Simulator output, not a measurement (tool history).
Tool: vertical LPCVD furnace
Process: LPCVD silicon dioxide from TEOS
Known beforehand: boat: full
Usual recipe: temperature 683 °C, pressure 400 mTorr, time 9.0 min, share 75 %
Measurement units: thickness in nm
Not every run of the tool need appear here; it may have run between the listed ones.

run	hour	temperature	pressure	time	share	wafers since the last listed run	hours since the last temperature calibration	hours since the pressure gauge was zeroed	hours since the TEOS flow controller was replaced	hours since the gauge calibration	read-back reference wafer on the same gauge, thickness	thickness
1	0.0	690	400	9.0	75	0	1271.5	1816.0	4272.3	542.4	52.86	61.89
2	51.1	690	400	9.0	75	735	1322.6	1867.1	4323.4	593.5	52.71	61.46
3	98.4	690	400	9.0	75	680	1369.9	1914.4	4370.7	640.8	52.80	61.90
4	290.3	683	400	9.0	75	2760	1561.8	2106.3	4562.6	832.7	52.87	52.83
# hour 317.8: gauge calibrated
5	348.7	683	400	9.0	75	840	1620.2	2164.7	4621.0	30.9	52.80	52.48
6	398.2	683	400	9.0	75	712	1669.7	2214.2	4670.5	80.4	52.80	52.55
7	465.8	683	400	9.0	83	972	1737.3	2281.8	4738.1	148.0	52.79	55.74
8	495.0	683	400	9.0	75	420	1766.5	2311.0	4767.3	177.2	52.78	52.44
9	532.7	681	400	9.0	75	542	1804.2	2348.7	4805.0	214.9	52.81	49.97
10	578.3	683	400	9.0	75	656	1849.8	2394.3	4850.6	260.5	52.86	52.61
11	627.7	683	400	9.0	75	710	1899.2	2443.7	4900.0	309.9	52.71	52.79
12	690.7	683	400	9.0	75	906	1962.2	2506.7	4963.0	372.9	52.85	52.85
# hour 727.5: thermocouples replaced and temperature profile calibrated
13	760.9	683	400	9.0	75	664	33.4	2576.9	5033.2	443.1	52.78	51.65
14	829.1	683	400	9.0	75	981	101.6	2645.1	5101.4	511.3	52.84	51.78
# hour 896.4: pressure gauge zeroed
15	900.7	683	400	9.0	75	684	173.2	4.3	5173.0	582.9	52.70	51.64
16	944.2	678	400	9.0	84	625	216.7	47.8	5216.5	626.4	52.70	48.39
# hour 980.4: TEOS flow controller replaced
17	980.9	683	450	11.0	75	182	253.4	84.5	0.5	663.1	52.89	66.85
18	1028.7	683	355	9.0	75	687	301.2	132.3	48.3	710.9	52.86	48.68
19	1064.6	689	430	9.0	88	516	337.1	168.2	84.2	746.8	52.70	66.90
20	1100.5	679	365	9.0	66	516	373.0	204.1	120.1	782.7	52.82	42.25
21	1163.9	683	400	9.0	75	912	436.4	267.5	183.5	846.1	52.75	52.01
22	1203.7	683	400	9.0	75	572	476.2	307.3	223.3	885.9	52.65	52.33
# hour 1253.5: gauge calibrated
23	1266.4	683	400	9.0	75	902	538.9	370.0	286.0	12.9	52.75	51.82
24	1325.8	683	350	8.0	75	854	598.3	429.4	345.4	72.3	52.76	43.19
25	1389.0	683	495	11.5	75	909	661.5	492.6	408.6	135.5	52.72	73.68
26	1421.4	683	400	9.0	75	466	693.9	525.0	441.0	167.9	52.82	51.49
27	1475.5	695	475	6.0	82	778	748.0	579.1	495.1	222.0	52.83	52.35
28	1531.6	691	400	9.0	70	807	804.1	635.2	551.2	278.1	52.71	61.13
29	1586.5	683	400	9.0	75	789	859.0	690.1	606.1	333.0	52.83	51.98
30	1626.0	683	400	10.5	75	568	898.5	729.6	645.6	372.5	52.74	61.09
31	1690.3	683	400	9.0	75	925	962.8	793.9	709.9	436.8	52.72	51.91

Hidden condition of the tool, last listed run before each entry between runs versus first listed run after:
Between runs 4 and 5: gauge calibrated (hour 317.8)
  true tube temperature minus thermocouple reading, K: 0.799 -> 0.827
  what was measured, less what the result would be without the hidden state, thickness: +1.01 -> +1.04 nm
Between runs 12 and 13: thermocouples replaced and temperature profile calibrated (hour 727.5)
  true tube temperature minus thermocouple reading, K: 0.992 -> 0.0374
  what was measured, less what the result would be without the hidden state, thickness: +1.25 -> +0.05 nm
Between runs 14 and 15: pressure gauge zeroed (hour 896.4)
  true tube temperature minus thermocouple reading, K: 0.0703 -> 0.105
  what was measured, less what the result would be without the hidden state, thickness: +0.09 -> +0.13 nm
Between runs 16 and 17: TEOS flow controller replaced (hour 980.4)
  true tube temperature minus thermocouple reading, K: 0.126 -> 0.144
  what was measured, less what the result would be without the hidden state, thickness: +0.15 -> +0.23 nm
Between runs 22 and 23: gauge calibrated (hour 1253.5)
  true tube temperature minus thermocouple reading, K: 0.251 -> 0.282
  what was measured, less what the result would be without the hidden state, thickness: +0.32 -> +0.35 nm
